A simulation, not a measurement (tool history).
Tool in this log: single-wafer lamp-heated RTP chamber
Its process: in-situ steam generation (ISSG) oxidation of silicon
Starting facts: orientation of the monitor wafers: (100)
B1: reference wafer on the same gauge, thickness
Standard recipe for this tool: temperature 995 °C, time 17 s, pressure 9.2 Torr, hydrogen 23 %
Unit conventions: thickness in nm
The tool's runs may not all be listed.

Run 1, hour 0: usual settings; B1 5.73. Result: thickness 4.847 nm.
Run 2, hour 9.8: usual settings; B1 5.73. Result: thickness 4.836 nm.
Run 3, hour 20.9: usual settings; B1 5.732. Result: thickness 4.861 nm.
Run 4, hour 33.1: usual settings; B1 5.729. Result: thickness 4.846 nm.
At hour 51.4: pyrometer window cleaned and pyrometer calibrated.
Run 5, hour 51.9: usual settings but pressure 9.7 Torr; B1 5.727. Result: thickness 4.766 nm.
Run 6, hour 52.2: usual settings but pressure 9.7 Torr; B1 5.729. Result: thickness 4.76 nm.
Run 7, hour 63.1: usual settings but pressure 9.7 Torr; B1 5.729. Result: thickness 4.75 nm.
Run 8, hour 73.9: usual settings; B1 5.731. Result: thickness 4.8 nm.
Run 9, hour 91.8: usual settings but temperature 1008 °C, pressure 9.9 Torr; B1 5.733. Result: thickness 4.989 nm.
At hour 94.4: gauge calibrated.
Run 10, hour 109.6: usual settings but temperature 1008 °C, pressure 9.9 Torr; B1 5.728. Result: thickness 4.988 nm.
Run 11, hour 116.7: usual settings but temperature 1008 °C, time 20 s, hydrogen 27 %; B1 5.732. Result: thickness 5.646 nm.
Run 12, hour 133.7: usual settings but pressure 9.7 Torr; B1 5.734. Result: thickness 4.761 nm.
Run 13, hour 150.6: usual settings but time 23 s, pressure 10.2 Torr, hydrogen 32 %; B1 5.732. Result: thickness 5.82 nm.
Run 14, hour 175.7: usual settings but temperature 1002 °C, time 14 s, hydrogen 13 %; B1 5.731. Result: thickness 4.023 nm.
Run 15, hour 186.8: usual settings; B1 5.73. Result: thickness 4.818 nm.
At hour 202.2: pyrometer window cleaned and pyrometer calibrated.
Run 16, hour 204.2: usual settings but pressure 9.8 Torr; B1 5.732. Result: thickness 4.759 nm.
Run 17, hour 217: usual settings; B1 5.732. Result: thickness 4.801 nm.
Run 18, hour 223.3: usual settings; B1 5.733. Result: thickness 4.813 nm.
Run 19, hour 236.5: usual settings but temperature 1006 °C, time 20 s, hydrogen 31 %; B1 5.73. Result: thickness 5.837 nm.
Run 20, hour 244.1: usual settings; B1 5.726. Result: thickness 4.801 nm.
Run 21, hour 260.5: usual settings but temperature 986 °C, pressure 10.2 Torr; B1 5.729. Result: thickness 4.551 nm.
At hour 278: hydrogen flow controller replaced.
At hour 279.8: pressure gauge zeroed.
Run 22, hour 292.6: usual settings but pressure 8.3 Torr; B1 5.729. Result: thickness 4.879 nm.
Run 23, hour 307.8: usual settings but pressure 8.8 Torr, hydrogen 16 %; B1 5.731. Result: thickness 4.472 nm.
Run 24, hour 319.7: usual settings but pressure 8.2 Torr; B1 5.73. Result: thickness 4.908 nm.
Run 25, hour 328.2: usual settings but temperature 1006 °C, time 12 s, pressure 8.5 Torr, hydrogen 14 %; B1 5.731. Result: thickness 3.869 nm.
At hour 340.6: pyrometer window cleaned and pyrometer calibrated.
Run 26, hour 342.3: usual settings; B1 5.73. Result: thickness 4.797 nm.
Run 27, hour 354.4: usual settings but time 13 s; B1 5.726. Result: thickness 4.263 nm.
Run 28, hour 367.8: usual settings but time 12 s, hydrogen 26 %; B1 5.731. Result: thickness 4.256 nm.
Run 29, hour 382.3: usual settings but time 23 s; B1 5.725. Result: thickness 5.532 nm.
Run 30, hour 392.2: usual settings but time 20 s, pressure 10 Torr; B1 5.731. Result: thickness 5.099 nm.
Run 31, hour 402.8: usual settings; B1 5.723. Result: thickness 4.819 nm.

Results per run with the tool's hidden condition removed, run-to-run variation unchanged:
Hidden state present: true wafer temperature minus pyrometer reading, K; true pressure minus gauge reading, Torr; deviation of the hydrogen flow from its setpoint, %; gauge reads high (%).
run  thickness
  1      4.803
  2      4.787
  3      4.804
  4       4.78
  5      4.764
  6      4.758
  7      4.748
  8      4.797
  9      4.982
 10      4.975
 11      5.629
 12      4.741
 13      5.783
 14      3.987
 15      4.767
 16      4.745
 17      4.786
 18      4.798
 19      5.814
 20      4.783
 21      4.531
 22      4.843
 23      4.431
 24      4.857
 25      3.826
 26      4.794
 27       4.26
 28      4.252
 29      5.523
 30      5.087
 31      4.805
